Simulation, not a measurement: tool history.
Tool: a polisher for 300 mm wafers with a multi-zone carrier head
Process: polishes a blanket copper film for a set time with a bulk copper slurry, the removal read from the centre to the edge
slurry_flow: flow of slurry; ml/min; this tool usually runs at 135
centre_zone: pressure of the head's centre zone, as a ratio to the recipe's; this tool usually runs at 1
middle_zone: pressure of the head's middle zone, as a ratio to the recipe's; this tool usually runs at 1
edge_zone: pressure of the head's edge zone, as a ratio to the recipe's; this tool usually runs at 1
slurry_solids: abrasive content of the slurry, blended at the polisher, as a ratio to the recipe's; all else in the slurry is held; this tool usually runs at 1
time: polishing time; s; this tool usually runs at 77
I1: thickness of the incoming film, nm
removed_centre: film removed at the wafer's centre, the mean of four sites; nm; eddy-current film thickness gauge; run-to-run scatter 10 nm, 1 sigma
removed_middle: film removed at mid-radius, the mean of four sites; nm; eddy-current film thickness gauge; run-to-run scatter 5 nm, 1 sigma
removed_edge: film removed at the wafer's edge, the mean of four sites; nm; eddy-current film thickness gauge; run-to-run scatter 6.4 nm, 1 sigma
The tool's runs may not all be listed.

{"run": 1, "hour": 0.0, "slurry_flow": 135, "centre_zone": 1, "middle_zone": 1, "edge_zone": 1, "slurry_solids": 1, "time": 77, "I1": 4000.4, "removed_centre": 745.7, "removed_middle": 726, "removed_edge": 732.3}
{"run": 2, "hour": 12.2, "slurry_flow": 135, "centre_zone": 1, "middle_zone": 1, "edge_zone": 1, "slurry_solids": 1, "time": 77, "I1": 4084.2, "removed_centre": 724.6, "removed_middle": 723.3, "removed_edge": 715}
{"run": 3, "hour": 24.7, "slurry_flow": 135, "centre_zone": 1, "middle_zone": 1, "edge_zone": 1, "slurry_solids": 1.15, "time": 77, "I1": 4023.8, "removed_centre": 736.6, "removed_middle": 738.5, "removed_edge": 733.7}
{"run": 4, "hour": 33.2, "slurry_flow": 135, "centre_zone": 1, "middle_zone": 1, "edge_zone": 1, "slurry_solids": 1.15, "time": 77, "I1": 3993.3, "removed_centre": 732.4, "removed_middle": 730.7, "removed_edge": 734.4}
{"run": 5, "hour": 46.4, "slurry_flow": 135, "centre_zone": 1, "middle_zone": 1, "edge_zone": 1, "slurry_solids": 1, "time": 77, "I1": 4015.5, "removed_centre": 703.6, "removed_middle": 700.8, "removed_edge": 694.8}
{"run": 6, "hour": 63.5, "slurry_flow": 135, "centre_zone": 1, "middle_zone": 1, "edge_zone": 1, "slurry_solids": 1, "time": 77, "I1": 4009.8, "removed_centre": 701.6, "removed_middle": 686.6, "removed_edge": 687.3}
{"run": 7, "hour": 69.9, "slurry_flow": 135, "centre_zone": 1, "middle_zone": 1, "edge_zone": 1, "slurry_solids": 1, "time": 77, "I1": 4034.4, "removed_centre": 691.7, "removed_middle": 683.2, "removed_edge": 678.2}
{"run": 8, "hour": 82.8, "slurry_flow": 135, "centre_zone": 1, "middle_zone": 1, "edge_zone": 1, "slurry_solids": 1, "time": 77, "I1": 4037.2, "removed_centre": 683.2, "removed_middle": 671.7, "removed_edge": 668}
{"run": 9, "hour": 95.7, "slurry_flow": 135, "centre_zone": 1, "middle_zone": 1, "edge_zone": 1, "slurry_solids": 1, "time": 77, "I1": 4061.9, "removed_centre": 663.7, "removed_middle": 665.7, "removed_edge": 661.8}
{"hour": 102.9, "done": "worn pad replaced by a new one"}
{"run": 10, "hour": 111.2, "slurry_flow": 155, "centre_zone": 1, "middle_zone": 1.09, "edge_zone": 1, "slurry_solids": 1, "time": 77, "I1": 3963.5, "removed_centre": 746.9, "removed_middle": 807, "removed_edge": 743}
{"hour": 115.2, "done": "slurry nozzle cleaned"}
{"hour": 126.3, "done": "carrier head's membrane replaced by a new one"}
{"run": 11, "hour": 126.8, "slurry_flow": 135, "centre_zone": 1, "middle_zone": 1, "edge_zone": 1, "slurry_solids": 1, "time": 77, "I1": 4012, "removed_centre": 718, "removed_middle": 722.4, "removed_edge": 720.6}
{"hour": 134.8, "done": "edge zone pressure recalibrated"}
{"run": 12, "hour": 139.1, "slurry_flow": 135, "centre_zone": 1, "middle_zone": 0.94, "edge_zone": 1, "slurry_solids": 1.25, "time": 77, "I1": 4005.9, "removed_centre": 744, "removed_middle": 712, "removed_edge": 741.2}
{"run": 13, "hour": 145.1, "slurry_flow": 135, "centre_zone": 1, "middle_zone": 1, "edge_zone": 1.03, "slurry_solids": 1, "time": 77, "I1": 4071.3, "removed_centre": 716.3, "removed_middle": 696.1, "removed_edge": 712.5}
{"run": 14, "hour": 159.6, "slurry_flow": 145, "centre_zone": 1, "middle_zone": 1, "edge_zone": 1, "slurry_solids": 1.15, "time": 60, "I1": 4049.5, "removed_centre": 569.4, "removed_middle": 568.1, "removed_edge": 555.2}
{"hour": 162.6, "done": "centre zone pressure recalibrated"}
{"run": 15, "hour": 174.5, "slurry_flow": 170, "centre_zone": 1, "middle_zone": 1, "edge_zone": 1, "slurry_solids": 1.1, "time": 66, "I1": 4033.6, "removed_centre": 633.9, "removed_middle": 618.8, "removed_edge": 609.5}
{"run": 16, "hour": 189.8, "slurry_flow": 135, "centre_zone": 1.11, "middle_zone": 0.9, "edge_zone": 1, "slurry_solids": 1, "time": 77, "I1": 4013.9, "removed_centre": 754.9, "removed_middle": 620.1, "removed_edge": 669.5}
{"run": 17, "hour": 196.0, "slurry_flow": 110, "centre_zone": 1.1, "middle_zone": 1, "edge_zone": 1, "slurry_solids": 0.75, "time": 77, "I1": 3976.4, "removed_centre": 668.8, "removed_middle": 602.7, "removed_edge": 606.4}
{"run": 18, "hour": 212.0, "slurry_flow": 135, "centre_zone": 1, "middle_zone": 1, "edge_zone": 1, "slurry_solids": 1, "time": 77, "I1": 3994.5, "removed_centre": 659.6, "removed_middle": 655.1, "removed_edge": 651.4}

Branching from run 18: 5 alternative next runs. What would each branch give?
{"run": "A", "hour": 212.4, "slurry_flow": 135, "centre_zone": 1, "middle_zone": 1, "edge_zone": 1, "slurry_solids": 1, "time": 77, "I1": 4079.5, "removed_centre": "?", "removed_middle": "?", "removed_edge": "?"}
{"run": "B", "hour": 212.4, "slurry_flow": 95, "centre_zone": 1, "middle_zone": 1.11, "edge_zone": 1, "slurry_solids": 0.75, "time": 69, "I1": 4079.5, "removed_centre": "?", "removed_middle": "?", "removed_edge": "?"}
{"run": "C", "hour": 212.4, "slurry_flow": 135, "centre_zone": 1, "middle_zone": 1.11, "edge_zone": 1, "slurry_solids": 1, "time": 77, "I1": 4079.5, "removed_centre": "?", "removed_middle": "?", "removed_edge": "?"}
{"run": "D", "hour": 212.4, "slurry_flow": 145, "centre_zone": 1, "middle_zone": 1.11, "edge_zone": 1, "slurry_solids": 1.25, "time": 57, "I1": 4079.5, "removed_centre": "?", "removed_middle": "?", "removed_edge": "?"}
{"run": "E", "hour": 212.4, "slurry_flow": 160, "centre_zone": 1.05, "middle_zone": 1, "edge_zone": 0.94, "slurry_solids": 1, "time": 92, "I1": 4079.5, "removed_centre": "?", "removed_middle": "?", "removed_edge": "?"}

run=A removed_centre=652.1 removed_middle=656.3 removed_edge=659.3
run=B removed_centre=510.6 removed_middle=560.7 removed_edge=530.8
run=C removed_centre=652.6 removed_middle=709.9 removed_edge=658.5
run=D removed_centre=513.7 removed_middle=557.9 removed_edge=515.7
run=E removed_centre=838.8 removed_middle=806.1 removed_edge=784.4
The same runs, with their run-to-run variation unchanged, on a tool lacking any hidden condition would have given:
run=A removed_centre=739.5 removed_middle=744.2 removed_edge=747.7
run=B removed_centre=579 removed_middle=635.8 removed_edge=601.9
run=C removed_centre=740 removed_middle=805 removed_edge=746.7
run=D removed_centre=582.5 removed_middle=632.6 removed_edge=584.8
run=E removed_centre=951.1 removed_middle=914.1 removed_edge=889.5
